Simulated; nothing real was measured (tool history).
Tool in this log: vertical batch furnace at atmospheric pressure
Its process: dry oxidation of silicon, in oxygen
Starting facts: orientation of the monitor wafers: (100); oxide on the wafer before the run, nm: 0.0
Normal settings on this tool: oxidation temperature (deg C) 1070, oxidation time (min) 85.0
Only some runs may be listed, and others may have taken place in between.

| run | hour | oxidation temperature (deg C) | oxidation time (min) | wafers since the last listed run | hours since the last temperature calibration | hours since the boat lift was adjusted | hours since the gauge calibration | read-back reference wafer on the same gauge, thickness | oxide thickness on the monitor wafer (nm) |
|---|---|---|---|---|---|---|---|---|---|
| 1 | 0.0 | 1078 | 85.0 | 0 | 2997.5 | 4283.2 | 278.6 | 106.01 | 127.23 |
| 2 | 94.6 | 1070 | 85.0 | 1255 | 3092.1 | 4377.8 | 373.2 | 105.99 | 119.99 |
| 3 | 184.5 | 1070 | 85.0 | 1193 | 3182.0 | 4467.7 | 463.1 | 105.96 | 120.18 |
| 4 | 252.1 | 1070 | 85.0 | 897 | 3249.6 | 4535.3 | 530.7 | 105.99 | 120.06 |
| 5 | 353.1 | 1070 | 56.0 | 1340 | 3350.6 | 4636.3 | 631.7 | 106.08 | 91.93 |
|  | 467.2 | thermocouples replaced and temperature profile calibrated |
| 6 | 467.7 | 1070 | 85.0 | 1202 | 0.5 | 4750.9 | 746.3 | 106.00 | 115.11 |
| 7 | 549.5 | 1070 | 85.0 | 1085 | 82.3 | 4832.7 | 828.1 | 105.99 | 115.33 |
| 8 | 649.5 | 1070 | 85.0 | 1327 | 182.3 | 4932.7 | 928.1 | 105.96 | 116.35 |
|  | 685.7 | gauge calibrated |
| 9 | 712.3 | 1090 | 85.0 | 833 | 245.1 | 4995.5 | 26.6 | 106.00 | 134.68 |
| 10 | 772.8 | 1078 | 115.5 | 803 | 305.6 | 5056.0 | 87.1 | 106.04 | 150.21 |
|  | 867.6 | boat lift adjusted |
| 11 | 868.1 | 1081 | 73.0 | 946 | 400.9 | 0.5 | 182.4 | 106.01 | 115.02 |
| 12 | 901.6 | 1084 | 117.5 | 444 | 434.4 | 34.0 | 215.9 | 105.96 | 159.45 |
| 13 | 1006.7 | 1085 | 103.5 | 1395 | 539.5 | 139.1 | 321.0 | 106.04 | 147.73 |
| 14 | 1053.3 | 1070 | 85.0 | 618 | 586.1 | 185.7 | 367.6 | 105.98 | 117.37 |
| 15 | 1111.8 | 1086 | 125.5 | 776 | 644.6 | 244.2 | 426.1 | 106.04 | 169.53 |

Results per run with the tool's hidden condition removed, run-to-run variation unchanged:
What the log doesn't record here: true tube temperature minus thermocouple reading, K; monitor wafer colder than the profiled boat position, K; gauge reads high (%).
| run | oxide thickness on the monitor wafer (nm) |
|---|---|
| 1 | 122.24 |
| 2 | 115.19 |
| 3 | 115.35 |
| 4 | 115.22 |
| 5 | 88.10 |
| 6 | 115.08 |
| 7 | 114.95 |
| 8 | 115.58 |
| 9 | 133.61 |
| 10 | 148.75 |
| 11 | 113.56 |
| 12 | 157.40 |
| 13 | 145.46 |
| 14 | 115.37 |
| 15 | 166.64 |
